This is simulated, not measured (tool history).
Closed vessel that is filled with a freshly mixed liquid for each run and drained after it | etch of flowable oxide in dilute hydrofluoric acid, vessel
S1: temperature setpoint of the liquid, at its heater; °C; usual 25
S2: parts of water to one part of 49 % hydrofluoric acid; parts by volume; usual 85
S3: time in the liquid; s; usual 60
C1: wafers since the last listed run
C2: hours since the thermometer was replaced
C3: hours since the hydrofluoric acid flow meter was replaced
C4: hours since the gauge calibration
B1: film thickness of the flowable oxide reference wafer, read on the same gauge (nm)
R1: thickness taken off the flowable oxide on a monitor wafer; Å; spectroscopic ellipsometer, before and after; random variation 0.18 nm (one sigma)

run   hour    S1   S2  S3    C1      C2      C3     C4      B1     R1
  1      0    23   85  80     0  1941.2  1433.7  125.1     110  306.2
  2   12.2    23   85  80   927  1953.4  1445.9  137.3     110  300.3
  3   18.3    25   65  60   463  1959.5    1452  143.4  110.02  326.5
  4   26.2    25   65  60   600  1967.4  1459.9  151.3     110  326.4
  5   42.8    25   65  60  1261    1984  1476.5  167.9  109.98  328.9
  6   53.9    25   85  85   843  1995.1  1487.6    179  110.02  345.2
  7   61.7    25   85  85   592  2002.9  1495.4  186.8  109.98  347.2
  8   69.8    25   85  60   615    2011  1503.5  194.9  109.99  242.3
  9   80.7    25   85  60   828  2021.9  1514.4  205.8  109.99  244.1
 10  116.7    25   85  60  2736  2057.9  1550.4  241.8  109.99  243.4
 11  132.2    25   85  75  1178  2073.4  1565.9  257.3  109.99    301
 12    142    25   85  75   744  2083.2  1575.7  267.1     110  300.5
     145.5  -- gauge calibrated
 13  157.6    25  100  60  1185  2098.8  1591.3   12.1  110.02  199.9
 14  174.7    25  100  60  1299  2115.9  1608.4   29.2  109.99  198.7
 15  182.1    25  100  60   562  2123.3  1615.8   36.6  110.02    201
 16  196.5    25   85  60  1094  2137.7  1630.2     51  109.98    241
     201.3  -- hydrofluoric acid flow meter replaced
 17  209.2  21.5   50  60   889  2150.4     7.9   63.7  110.01  425.7
 18  221.3    25   65  60   919  2162.5      20   75.8  109.99  366.6
 19  230.2    25   85  60   676  2171.4    28.9   84.7  110.01  279.1
 20  236.8    25   65  60   501    2178    35.5   91.3  110.01  369.2
 21  251.6  29.5   75  60  1124  2192.8    50.3  106.1  109.96  378.1
 22  258.4  29.5   50  70   516  2199.6    57.1  112.9  110.02  683.1
     263.2  -- thermometer replaced
 23  270.1    29  125  30   813     6.9    68.8  124.6  109.97  103.2
 24    287    25   60  35  1284    23.8    85.7  141.5  110.01  232.6
 25  302.3    25  120  60  1162    39.1     101  156.8  110.01  183.2
 26  318.8  20.5   85  75  1254    55.6   117.5  173.3  110.02  282.9
 27  335.5    25   85  60  1269    72.3   134.2    190  110.01  274.9
 28  344.4    29  125  30   676    81.2   143.1  198.9  109.97  102.1
 29  351.1    28  125  50   509    87.9   149.8  205.6  110.01  163.4
 30  360.5    27  120  60   714    97.3   159.2    215  109.98  198.7
     371.2  -- gauge calibrated
 31  373.2    25   85  60   965     110   171.9      2  109.99  271.3
 32  380.8    25   50  60   577   117.6   179.5    9.6  109.97  477.6
 33  396.8    21   85  60  1216   133.6   195.5   25.6  110.01  231.3

3 ways to go on from here, each from the tool as it stands after run 33. What would each give?
  A  397.5  22  85  60  53  134.3  196.2  26.3   ?   ?
  B  397.5  28  85  60  53  134.3  196.2  26.3   ?   ?
  C  397.5  21  85  85  53  134.3  196.2  26.3   ?   ?

run      B1     R1
  A  109.97  241.4
  B  109.97  306.2
  C  109.97  328.2
Without the tool's hidden state the same runs would have given:
run     R1
  A  248.2
  B    315
  C  337.6
